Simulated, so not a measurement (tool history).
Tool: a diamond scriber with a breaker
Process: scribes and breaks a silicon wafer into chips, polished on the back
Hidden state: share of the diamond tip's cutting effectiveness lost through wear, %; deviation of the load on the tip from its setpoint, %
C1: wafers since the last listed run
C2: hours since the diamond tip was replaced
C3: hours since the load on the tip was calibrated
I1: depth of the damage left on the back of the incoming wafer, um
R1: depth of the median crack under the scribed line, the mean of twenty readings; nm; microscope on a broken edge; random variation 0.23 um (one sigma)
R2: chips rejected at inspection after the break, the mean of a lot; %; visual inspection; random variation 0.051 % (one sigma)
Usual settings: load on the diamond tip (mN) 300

run 1 day=0.000 | load_on_the_diamond_tip_(mN)=355 | C1=0 C2=297.0 C3=570.0 | I1=0.04 | R1=15380 R2=3.64
run 2 day=2.804 | load_on_the_diamond_tip_(mN)=355 | C1=142 C2=364.3 C3=637.3 | I1=0.04 | R1=14950 R2=2.12
run 3 day=6.717 | load_on_the_diamond_tip_(mN)=300 | C1=198 C2=458.2 C3=731.2 | I1=0.05 | R1=11280 R2=6.12
-- day=8.325 diamond tip replaced by a new one
run 4 day=10.425 | load_on_the_diamond_tip_(mN)=300 | C1=183 C2=50.4 C3=820.2 | I1=0.04 | R1=13340 R2=1.00
run 5 day=14.567 | load_on_the_diamond_tip_(mN)=300 | C1=210 C2=149.8 C3=919.6 | I1=0.05 | R1=13100 R2=1.17
run 6 day=16.646 | load_on_the_diamond_tip_(mN)=300 | C1=105 C2=199.7 C3=969.5 | I1=0.02 | R1=12930 R2=1.37
run 7 day=19.025 | load_on_the_diamond_tip_(mN)=300 | C1=120 C2=256.8 C3=1026.6 | I1=0.01 | R1=12830 R2=1.69
run 8 day=23.275 | load_on_the_diamond_tip_(mN)=300 | C1=215 C2=358.8 C3=1128.6 | I1=0.01 | R1=12050 R2=3.16
-- day=26.667 diamond tip replaced by a new one
run 9 day=27.567 | load_on_the_diamond_tip_(mN)=300 | C1=213 C2=21.6 C3=1231.6 | I1=0.04 | R1=13290 R2=0.95
run 10 day=30.079 | load_on_the_diamond_tip_(mN)=300 | C1=127 C2=81.9 C3=1291.9 | I1=0.02 | R1=13020 R2=0.98
run 11 day=32.371 | load_on_the_diamond_tip_(mN)=213 | C1=116 C2=136.9 C3=1346.9 | I1=0.01 | R1=8590 R2=32.19
-- day=32.496 load on the tip recalibrated
run 12 day=34.712 | load_on_the_diamond_tip_(mN)=366 | C1=114 C2=193.1 C3=53.2 | I1=0.03 | R1=16000 R2=6.51
run 13 day=37.075 | load_on_the_diamond_tip_(mN)=386 | C1=119 C2=249.8 C3=109.9 | I1=0.01 | R1=16610 R2=9.20
run 14 day=40.238 | load_on_the_diamond_tip_(mN)=359 | C1=160 C2=325.7 C3=185.8 | I1=0.05 | R1=15180 R2=3.13
run 15 day=42.704 | load_on_the_diamond_tip_(mN)=216 | C1=125 C2=384.9 C3=245.0 | I1=0.03 | R1=7810 R2=45.45
run 16 day=45.475 | load_on_the_diamond_tip_(mN)=222 | C1=140 C2=451.4 C3=311.5 | I1=0.01 | R1=7920 R2=43.42
-- day=48.842 diamond tip replaced by a new one
run 17 day=49.271 | load_on_the_diamond_tip_(mN)=300 | C1=188 C2=10.3 C3=402.6 | I1=0.03 | R1=13000 R2=1.23
run 18 day=53.112 | load_on_the_diamond_tip_(mN)=351 | C1=194 C2=102.5 C3=494.8 | I1=0.01 | R1=14940 R2=4.01
run 19 day=56.100 | load_on_the_diamond_tip_(mN)=300 | C1=151 C2=174.2 C3=566.5 | I1=0.03 | R1=12920 R2=1.53
run 20 day=59.021 | load_on_the_diamond_tip_(mN)=274 | C1=148 C2=244.3 C3=636.6 | I1=0.01 | R1=11130 R2=7.03

3 ways to go on from here, each from the tool as it stands after run 20. What would each give?
run A day=59.046 | load_on_the_diamond_tip_(mN)=300 | C1=1 C2=244.9 C3=637.2 | I1=0.03 | R1=? R2=?
run B day=59.046 | load_on_the_diamond_tip_(mN)=237 | C1=1 C2=244.9 C3=637.2 | I1=0.03 | R1=? R2=?
run C day=59.046 | load_on_the_diamond_tip_(mN)=217 | C1=1 C2=244.9 C3=637.2 | I1=0.03 | R1=? R2=?

run=A R1=12590 R2=2.18
run=B R1=9420 R2=23.41
run=C R1=8290 R2=37.73
Without the tool's hidden state the same runs would have given:
run=A R1=13630 R2=1.02
run=B R1=10200 R2=15.47
run=C R1=8980 R2=28.58
